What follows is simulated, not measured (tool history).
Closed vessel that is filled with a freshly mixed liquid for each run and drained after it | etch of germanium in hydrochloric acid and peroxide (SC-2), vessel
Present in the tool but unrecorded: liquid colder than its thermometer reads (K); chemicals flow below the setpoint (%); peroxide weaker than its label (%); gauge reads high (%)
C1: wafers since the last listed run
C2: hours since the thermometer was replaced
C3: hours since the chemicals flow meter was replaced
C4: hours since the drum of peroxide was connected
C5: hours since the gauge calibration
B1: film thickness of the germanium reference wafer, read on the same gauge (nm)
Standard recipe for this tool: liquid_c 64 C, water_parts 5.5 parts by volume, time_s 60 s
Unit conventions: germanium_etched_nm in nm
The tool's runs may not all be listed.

Run 1, hour 0: usual settings; C1 0; C2 922.3; C3 1057; C4 435.7; C5 813.6; B1 79.99. Result: germanium_etched_nm 174.19 nm.
Run 2, hour 58.5: usual settings; C1 3838; C2 980.8; C3 1115.5; C4 494.2; C5 872.1; B1 80.01. Result: germanium_etched_nm 173.02 nm.
Run 3, hour 118.9: usual settings; C1 3962; C2 1041.2; C3 1175.9; C4 554.6; C5 932.5; B1 80. Result: germanium_etched_nm 173.4 nm.
Run 4, hour 154.7: usual settings; C1 2348; C2 1077; C3 1211.7; C4 590.4; C5 968.3; B1 80.01. Result: germanium_etched_nm 172.46 nm.
At hour 160.4: new drum of peroxide connected.
Run 5, hour 185.1: usual settings but time_s 30 s; C1 1928; C2 1107.4; C3 1242.1; C4 24.7; C5 998.7; B1 80.01. Result: germanium_etched_nm 86.27 nm.
Run 6, hour 214.2: usual settings but time_s 30 s; C1 1909; C2 1136.5; C3 1271.2; C4 53.8; C5 1027.8; B1 80.01. Result: germanium_etched_nm 85.89 nm.
Run 7, hour 246.1: usual settings but time_s 35 s; C1 2092; C2 1168.4; C3 1303.1; C4 85.7; C5 1059.7; B1 80. Result: germanium_etched_nm 100.47 nm.
Run 8, hour 311.7: usual settings; C1 4304; C2 1234; C3 1368.7; C4 151.3; C5 1125.3; B1 80. Result: germanium_etched_nm 170.52 nm.
At hour 336.5: gauge calibrated.
Run 9, hour 369.2: usual settings but liquid_c 60 C; C1 3772; C2 1291.5; C3 1426.2; C4 208.8; C5 32.7; B1 80. Result: germanium_etched_nm 150.99 nm.
At hour 383.3: chemicals flow meter replaced.
Run 10, hour 393.3: usual settings but liquid_c 60 C; C1 1515; C2 1315.6; C3 10; C4 232.9; C5 56.8; B1 80. Result: germanium_etched_nm 150.79 nm.
At hour 410: thermometer replaced.
Run 11, hour 422: usual settings; C1 1817; C2 12; C3 38.7; C4 261.6; C5 85.5; B1 79.99. Result: germanium_etched_nm 182.57 nm.
Run 12, hour 483.2: usual settings but water_parts 4 parts by volume, time_s 80 s; C1 4015; C2 73.2; C3 99.9; C4 322.8; C5 146.7; B1 79.98. Result: germanium_etched_nm 244.34 nm.
Run 13, hour 554.5: usual settings but water_parts 8 parts by volume; C1 4678; C2 144.5; C3 171.2; C4 394.1; C5 218; B1 80.02. Result: germanium_etched_nm 177.21 nm.
Run 14, hour 584.7: usual settings but time_s 45 s; C1 1981; C2 174.7; C3 201.4; C4 424.3; C5 248.2; B1 80. Result: germanium_etched_nm 133.93 nm.
Run 15, hour 632: usual settings but liquid_c 67.5 C, water_parts 7 parts by volume; C1 3103; C2 222; C3 248.7; C4 471.6; C5 295.5; B1 79.99. Result: germanium_etched_nm 196.98 nm.
Run 16, hour 660.2: usual settings but liquid_c 72 C, water_parts 6.5 parts by volume, time_s 95 s; C1 1850; C2 250.2; C3 276.9; C4 499.8; C5 323.7; B1 80.01. Result: germanium_etched_nm 355.19 nm.
Run 17, hour 705.6: usual settings; C1 2978; C2 295.6; C3 322.3; C4 545.2; C5 369.1; B1 80.01. Result: germanium_etched_nm 180.68 nm.
Run 18, hour 736.8: usual settings but liquid_c 72 C, water_parts 4.5 parts by volume, time_s 80 s; C1 2047; C2 326.8; C3 353.5; C4 576.4; C5 400.3; B1 79.99. Result: germanium_etched_nm 305.35 nm.
At hour 782.7: new drum of peroxide connected.
Run 19, hour 799.8: usual settings but liquid_c 69 C; C1 4067; C2 389.8; C3 416.5; C4 17.1; C5 463.3; B1 80.01. Result: germanium_etched_nm 208.06 nm.
Run 20, hour 839.3: usual settings; C1 2591; C2 429.3; C3 456; C4 56.6; C5 502.8; B1 80.01. Result: germanium_etched_nm 178.3 nm.
Run 21, hour 906.7: usual settings but liquid_c 55 C, water_parts 8 parts by volume, time_s 30 s; C1 4422; C2 496.7; C3 523.4; C4 124; C5 570.2; B1 80.01. Result: germanium_etched_nm 66.89 nm.
Run 22, hour 956.3: usual settings; C1 3254; C2 546.3; C3 573; C4 173.6; C5 619.8; B1 79.99. Result: germanium_etched_nm 177.29 nm.
Run 23, hour 999.5: usual settings but liquid_c 61.5 C, time_s 45 s; C1 2834; C2 589.5; C3 616.2; C4 216.8; C5 663; B1 80. Result: germanium_etched_nm 123.92 nm.

Below are 5 alternative next runs, each starting from the tool's condition after run 23. Predict each:
Run A, hour 1000.2: usual settings but liquid_c 61 C; C1 45; C2 590.2; C3 616.9; C4 217.5; C5 663.7; B1 ?. Result: germanium_etched_nm ?.
Run B, hour 1000.2: usual settings but liquid_c 61 C, water_parts 7 parts by volume, time_s 70 s; C1 45; C2 590.2; C3 616.9; C4 217.5; C5 663.7; B1 ?. Result: germanium_etched_nm ?.
Run C, hour 1000.2: usual settings but water_parts 4 parts by volume, time_s 75 s; C1 45; C2 590.2; C3 616.9; C4 217.5; C5 663.7; B1 ?. Result: germanium_etched_nm ?.
Run D, hour 1000.2: usual settings but liquid_c 69 C, water_parts 4 parts by volume, time_s 80 s; C1 45; C2 590.2; C3 616.9; C4 217.5; C5 663.7; B1 ?. Result: germanium_etched_nm ?.
Run E, hour 1000.2: usual settings but water_parts 7.5 parts by volume, time_s 75 s; C1 45; C2 590.2; C3 616.9; C4 217.5; C5 663.7; B1 ?. Result: germanium_etched_nm ?.

run     B1  germanium_etched_nm
  A  80.01               162.49
  B  80.01               187.19
  C  80.01               224.18
  D  80.01               276.82
  E  80.01               218.05
Without the tool's unlogged condition, the same runs would have read:
run  germanium_etched_nm
  A               167.18
  B               192.55
  C               230.58
  D               284.48
  E               224.16
